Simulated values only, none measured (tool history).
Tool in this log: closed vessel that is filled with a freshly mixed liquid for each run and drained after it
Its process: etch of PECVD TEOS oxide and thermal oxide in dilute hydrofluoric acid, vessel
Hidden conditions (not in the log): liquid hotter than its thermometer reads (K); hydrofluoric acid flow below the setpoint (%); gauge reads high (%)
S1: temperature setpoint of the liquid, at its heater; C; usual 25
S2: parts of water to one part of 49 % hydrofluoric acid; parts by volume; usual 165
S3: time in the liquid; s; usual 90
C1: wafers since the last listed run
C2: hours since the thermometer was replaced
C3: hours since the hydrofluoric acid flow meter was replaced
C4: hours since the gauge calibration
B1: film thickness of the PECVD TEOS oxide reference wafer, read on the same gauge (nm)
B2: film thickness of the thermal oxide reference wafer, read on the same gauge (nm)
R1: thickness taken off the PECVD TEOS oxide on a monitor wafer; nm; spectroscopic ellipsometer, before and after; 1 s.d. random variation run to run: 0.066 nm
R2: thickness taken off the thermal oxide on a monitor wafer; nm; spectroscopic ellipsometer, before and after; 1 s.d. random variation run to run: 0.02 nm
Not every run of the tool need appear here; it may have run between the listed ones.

run	day	S1	S2	S3	C1	C2	C3	C4	B1	B2	R1	R2
1	0	25	165	105	0	1161.2	42.4	988.3	120.01	60.044	10.67	2.655
2	1.65	25	165	105	4026	1200.8	82	1027.9	119.99	59.948	10.66	2.664
3	5.6	25	165	105	9639	1295.6	176.8	1122.7	120.01	59.981	10.77	2.647
4	9.154	25	165	90	8673	1380.9	262.1	1208	119.98	60.016	9.25	2.289
5	10.733	25	165	90	3853	1418.8	300	1245.9	120.05	60.035	9.18	2.253
6	12.767	25	165	90	4961	1467.6	348.8	1294.7	119.99	59.96	9.02	2.244
7	15.975	25	225	90	7829	1544.6	425.8	1371.7	120	60.027	6.31	1.557
8	19.192	25	225	90	7849	1621.8	503	1448.9	120.01	60.038	6.31	1.59
9	21.442	25	225	90	5490	1675.8	557	1502.9	120	60	6.3	1.557
10	24.138	28.5	165	90	6578	1740.5	621.7	1567.6	120.01	59.998	10.42	2.573
11	27.992	28.5	165	90	9405	1833	714.2	1660.1	120.05	60.009	10.46	2.601
12	32.083	25	165	90	9984	1931.2	812.4	1758.3	119.95	59.999	9.24	2.237
13	34.946	23	215	105	6985	1999.9	881.1	1827	120.01	59.983	7.19	1.792
14	38.692	25	210	90	9140	2089.8	971	1916.9	120	59.999	6.91	1.671
# day 41.629: gauge calibrated
15	42.042	25	215	60	8175	2170.2	1051.4	9.9	120	60.037	4.47	1.116
16	43.812	25	225	90	4321	2212.7	1093.9	52.4	119.97	59.951	6.28	1.575
17	46.196	23	200	60	5816	2269.9	1151.1	109.6	119.97	59.983	4.51	1.112
# day 51.996: thermometer replaced
# day 53.983: hydrofluoric acid flow meter replaced
18	57.467	25	125	90	27300	131.3	83.6	380.1	119.98	60.006	12.64	3.149
19	61.221	25	165	90	9161	221.4	173.7	470.2	119.99	59.994	9.17	2.285
20	65.517	25	165	90	10483	324.5	276.8	573.3	119.99	59.992	9.12	2.273
21	69.712	22.5	125	50	10239	425.2	377.5	674	120.02	60.007	6.42	1.569
22	71.3	29.5	240	90	3873	463.3	415.6	712.1	120.02	59.986	6.83	1.643
23	73.229	23	195	90	4707	509.6	461.9	758.4	120	59.993	7.05	1.736
24	79.142	22.5	165	90	14428	651.5	603.8	900.3	120.01	59.969	8.34	2.068
25	82.746	20.5	120	75	8795	738	690.3	986.8	119.97	59.988	9.24	2.274
26	84.246	27.5	120	115	3660	774	726.3	1022.8	120.03	59.997	18.64	4.62

Across each entry between runs, compare the hidden state at the last listed run before it with the hidden state at the first listed run after it:
From run 14 to run 15: gauge calibrated (day 41.629)
  the hidden state is the same at both runs
From run 17 to run 18: thermometer replaced (day 51.996); hydrofluoric acid flow meter replaced (day 53.983)
  the hidden state is the same at both runs
